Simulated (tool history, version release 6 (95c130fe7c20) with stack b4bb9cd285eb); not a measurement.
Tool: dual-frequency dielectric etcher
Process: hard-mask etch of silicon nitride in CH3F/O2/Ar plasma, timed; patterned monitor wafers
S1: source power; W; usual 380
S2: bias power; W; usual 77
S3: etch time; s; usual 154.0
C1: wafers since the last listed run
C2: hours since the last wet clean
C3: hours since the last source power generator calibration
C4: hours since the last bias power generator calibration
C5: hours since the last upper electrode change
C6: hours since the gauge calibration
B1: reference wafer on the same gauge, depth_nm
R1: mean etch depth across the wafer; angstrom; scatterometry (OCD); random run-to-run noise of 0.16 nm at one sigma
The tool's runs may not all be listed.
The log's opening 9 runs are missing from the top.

run,hour,S1,S2,S3,C1,C2,C3,C4,C5,C6,B1,R1
10,114.3,380,90,154.0,64,347.8,1441.6,1638.9,57.2,340.9,90.0,1138
# hour 140.7: wet clean of the chamber
11,141.2,330,69,154.0,13,0.5,1468.5,1665.8,84.1,367.8,90.0,987
12,141.6,310,59,176.5,1,0.9,1468.9,1666.2,84.5,368.2,90.0,1063
13,188.8,380,77,168.0,214,48.1,1516.1,1713.4,131.7,415.4,90.0,1166
14,197.8,380,60,137.0,40,57.1,1525.1,1722.4,140.7,424.4,90.0,881
# hour 200.0: gauge calibrated
15,214.7,280,89,121.5,76,74.0,1542.0,1739.3,157.6,14.7,90.0,814
16,223.2,380,83,154.0,38,82.5,1550.5,1747.8,166.1,23.2,90.0,1096
17,232.1,380,77,172.0,40,91.4,1559.4,1756.7,175.0,32.1,90.0,1194
18,242.3,340,93,154.0,46,101.6,1569.6,1766.9,185.2,42.3,90.0,1100
19,257.9,380,91,154.0,70,117.2,1585.2,1782.5,200.8,57.9,90.0,1133
# hour 268.3: source power generator calibrated
# hour 268.7: bias power generator calibrated
20,305.1,380,77,154.0,194,164.4,36.8,36.4,248.0,105.1,90.0,1092
21,342.1,380,77,154.0,168,201.4,73.8,73.4,285.0,142.1,90.0,1092
22,349.6,380,77,154.0,34,208.9,81.3,80.9,292.5,149.6,90.0,1092
23,386.0,430,68,194.5,165,245.3,117.7,117.3,328.9,186.0,90.0,1375
24,401.2,380,77,154.0,69,260.5,132.9,132.5,344.1,201.2,90.0,1094
25,418.5,380,77,186.5,78,277.8,150.2,149.8,361.4,218.5,90.0,1331
26,429.5,290,77,197.5,50,288.8,161.2,160.8,372.4,229.5,90.0,1301
27,440.0,330,77,154.0,47,299.3,171.7,171.3,382.9,240.0,90.1,1051
28,452.8,450,68,192.0,58,312.1,184.5,184.1,395.7,252.8,90.0,1385
29,467.8,410,94,194.5,68,327.1,199.5,199.1,410.7,267.8,90.0,1515
30,479.5,380,86,173.5,53,338.8,211.2,210.8,422.4,279.5,90.0,1283

Alternative continuations, all from the tool just after run 30; predict every row:
A,480.0,380,77,154.0,2,339.3,211.7,211.3,422.9,280.0,?,?
B,480.0,450,68,141.5,2,339.3,211.7,211.3,422.9,280.0,?,?
C,480.0,320,84,183.5,2,339.3,211.7,211.3,422.9,280.0,?,?
D,480.0,380,63,138.0,2,339.3,211.7,211.3,422.9,280.0,?,?

run,B1,R1
A,90.0,1101
B,90.0,1024
C,90.0,1284
D,90.0,928
The same runs, with their run-to-run variation unchanged, on a tool lacking any hidden condition would have given:
run,R1
A,1080
B,1005
C,1260
D,911
